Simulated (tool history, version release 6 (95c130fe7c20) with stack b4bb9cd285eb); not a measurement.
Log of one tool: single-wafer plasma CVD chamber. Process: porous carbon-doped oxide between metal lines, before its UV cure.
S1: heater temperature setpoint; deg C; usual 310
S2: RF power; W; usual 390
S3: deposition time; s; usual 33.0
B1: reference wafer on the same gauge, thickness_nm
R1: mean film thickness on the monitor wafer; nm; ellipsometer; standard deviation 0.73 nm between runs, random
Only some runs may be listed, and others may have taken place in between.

run	hour	S1	S2	S3	B1	R1
1	0.0	310	390	33.0	159.019	143.585
2	25.7	310	390	33.0	159.102	142.056
3	69.4	310	410	28.1	159.085	125.837
4	91.8	310	435	33.0	158.800	153.388
5	112.1	310	390	33.0	158.943	141.328
6	183.1	310	390	33.0	158.936	141.229
7	195.2	310	390	33.0	158.870	141.819
8	212.1	321	390	33.0	158.804	133.645
9	248.0	310	415	33.0	159.070	148.821
10	268.9	310	415	33.0	158.949	148.704
11	294.3	310	415	33.0	159.115	148.294
12	312.9	310	390	33.0	158.819	140.085
13	347.7	310	330	33.0	158.894	124.655
14	362.8	310	390	33.0	158.927	141.476
15	376.7	310	390	26.6	158.982	114.388
16	406.1	310	350	33.0	158.938	129.689
17	448.8	310	390	29.8	158.769	127.086
18	461.2	304	390	37.8	158.925	166.528
19	555.9	316	390	30.1	159.181	129.049
20	580.9	310	390	33.0	158.892	146.532
21	608.5	310	430	39.1	159.053	186.819
22	633.3	315	355	33.0	158.977	133.013
23	659.5	315	430	35.5	159.101	163.969
24	692.0	310	390	33.0	159.047	144.772
25	714.4	321	330	35.5	158.998	128.435
26	732.7	303	450	30.0	159.081	154.069

Not shown here: 4 entries made in the log between runs. Locate each between two listed runs and compare the hidden state at the listed run before it with the hidden state at the listed run after it:
In the gap between runs 9 and 10: showerhead replaced (hour 261.2)
  wafer temperature above the value expected at the setpoint (K): 6.36 -> 6.45
  measured minus no-state result, R1: -5.746 -> -5.826 nm
In the gap between runs 15 and 16: gauge calibrated (hour 398.0)
  wafer temperature above the value expected at the setpoint (K): 6.93 -> 7.07
  measured minus no-state result, R1: -4.817 -> -5.565 nm
In the gap between runs 18 and 19: RF generator calibrated (hour 492.4); thermocouple changed; heater temperature recalibrated (hour 539.4)
  wafer temperature above the value expected at the setpoint (K): 7.31 -> -0.0288
  measured minus no-state result, R1: -7.751 -> +0.022 nm
